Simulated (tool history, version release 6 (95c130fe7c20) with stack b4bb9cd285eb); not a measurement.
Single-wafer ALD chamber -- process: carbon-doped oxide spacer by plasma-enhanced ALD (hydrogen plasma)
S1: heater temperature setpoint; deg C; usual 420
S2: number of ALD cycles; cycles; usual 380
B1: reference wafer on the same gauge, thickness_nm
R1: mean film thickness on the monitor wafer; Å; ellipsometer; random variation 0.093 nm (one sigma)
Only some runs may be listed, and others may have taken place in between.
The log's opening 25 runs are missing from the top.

run,hour,S1,S2,B1,R1
# hour 1931.8: gauge calibrated
26,1966.9,420,380,21.557,185.18
27,2014.1,416,428,21.487,209.15
28,2110.2,420,415,21.524,202.33
29,2166.5,408,419,21.495,210.57
30,2220.4,424,380,21.489,182.55
31,2303.5,413,413,21.504,205.7
32,2377.5,416,358,21.524,176.85
33,2416.4,428,331,21.538,156.4
34,2495.7,431,320,21.517,150.34
35,2559.2,420,380,21.526,183.2
36,2652.1,433,380,21.52,177.4
37,2728.7,415,313,21.455,153.72
38,2768,415,305,21.502,149.7
39,2835.7,411,339,21.453,169.08
40,2930.5,420,380,21.508,184.56
41,2995.6,415,316,21.522,155.19
42,3080.9,407,445,21.439,224.52

Each row is a separate what-if for the run after 42, all from the same tool condition, not one after another. Results?
A,3081.9,420,380,?,?
B,3081.9,413,380,?,?
C,3081.9,415,380,?,?
D,3081.9,430,331,?,?

run,B1,R1
A,21.507,184.18
B,21.507,188.25
C,21.507,187.08
D,21.507,155.36
Take away the tool's hidden state, keep each run's random variation, and the runs would have read:
run,R1
A,184.18
B,188.25
C,187.08
D,155.36

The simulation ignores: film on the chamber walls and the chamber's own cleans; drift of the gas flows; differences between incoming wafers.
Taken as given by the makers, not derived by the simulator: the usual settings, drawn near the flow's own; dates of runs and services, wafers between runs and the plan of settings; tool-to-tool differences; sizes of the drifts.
